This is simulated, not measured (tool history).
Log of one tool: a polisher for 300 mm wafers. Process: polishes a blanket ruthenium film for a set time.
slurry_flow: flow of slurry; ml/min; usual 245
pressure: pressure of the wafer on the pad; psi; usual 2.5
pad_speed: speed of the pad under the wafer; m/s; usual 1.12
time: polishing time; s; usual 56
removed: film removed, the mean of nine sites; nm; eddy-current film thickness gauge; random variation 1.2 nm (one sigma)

run,hour,slurry_flow,pressure,pad_speed,time,wafers since the last listed run,wafers polished on this pad,hours since the slurry nozzle was cleaned,hours since the head pressure was calibrated,"incoming thickness of the incoming film, nm",removed
1,0.0,245,2.5,1.12,56,0,688,538.7,363.0,254.2,79.5
2,24.2,245,2.5,1.12,56,190,879,562.9,387.2,253.0,78.6
# hour 27.0: head pressure recalibrated
# hour 32.3: worn pad replaced by a new one
3,60.1,245,2.5,1.12,56,235,219,598.8,33.1,252.6,90.4
4,73.4,245,2.5,1.12,56,104,323,612.1,46.4,245.3,87.9
5,87.4,245,2.5,1.12,56,110,433,626.1,60.4,246.4,84.1
6,107.8,185,2.5,1.12,56,160,594,646.5,80.8,246.4,82.1
7,137.8,245,3.1,1.12,56,236,830,676.5,110.8,251.3,100.7
# hour 150.5: worn pad replaced by a new one
8,151.2,245,3.1,1.12,56,73,5,689.9,124.2,249.5,107.9
9,172.3,245,3.1,1.12,56,166,171,711.0,145.3,252.2,107.6
10,184.7,245,2.5,1.20,63,97,269,723.4,157.7,252.2,102.4
11,203.7,245,2.5,1.20,63,149,418,742.4,176.7,246.7,99.8
# hour 213.1: slurry nozzle cleaned
12,216.9,245,2.5,1.12,56,96,514,3.8,189.9,249.9,82.3
13,248.2,245,2.5,1.12,56,246,761,35.1,221.2,251.9,79.0
# hour 281.5: worn pad replaced by a new one
14,299.9,245,2.5,1.12,56,375,145,86.8,272.9,253.9,85.2
15,321.5,245,2.5,1.12,56,170,315,108.4,294.5,255.1,82.5
16,339.9,245,2.5,1.12,56,144,459,126.8,312.9,250.0,81.4
17,374.8,245,2.5,0.90,62,274,734,161.7,347.8,249.6,69.2
18,407.2,245,2.0,1.22,56,255,989,194.1,380.2,250.3,67.2
# hour 412.6: worn pad replaced by a new one
19,439.5,295,2.5,0.74,56,222,211,226.4,412.5,248.9,56.1
# hour 457.3: head pressure recalibrated
20,460.9,190,2.1,1.40,46,152,364,247.8,3.6,252.4,74.3
21,479.5,190,2.5,1.40,56,146,510,266.4,22.2,246.0,104.3
22,506.2,245,2.5,1.12,56,210,720,293.1,48.9,248.7,84.6
23,527.2,245,2.5,0.80,56,165,886,314.1,69.9,250.2,57.6
24,543.9,190,2.9,1.12,67,131,1017,330.8,86.6,252.1,103.9
# hour 550.9: worn pad replaced by a new one
25,562.9,170,2.5,1.12,49,118,94,349.8,105.6,250.5,74.0
26,597.6,245,2.5,0.90,62,273,367,384.5,140.3,250.0,73.9
27,624.8,245,2.5,1.12,56,214,581,411.7,167.5,250.0,79.5
28,640.2,245,2.5,1.12,56,121,702,427.1,182.9,249.5,80.7

3 ways to go on from here, each from the tool as it stands after run 28. What would each give?
A,640.6,245,2.5,1.12,74,3,706,427.5,183.3,249.9,?
B,640.6,245,2.5,1.44,56,3,706,427.5,183.3,249.9,?
C,640.6,245,2.5,1.34,42,3,706,427.5,183.3,249.9,?

run,removed
A,105.7
B,102.9
C,71.8
Without the tool's hidden state the same runs would have given:
run,removed
A,121.4
B,118.1
C,82.4
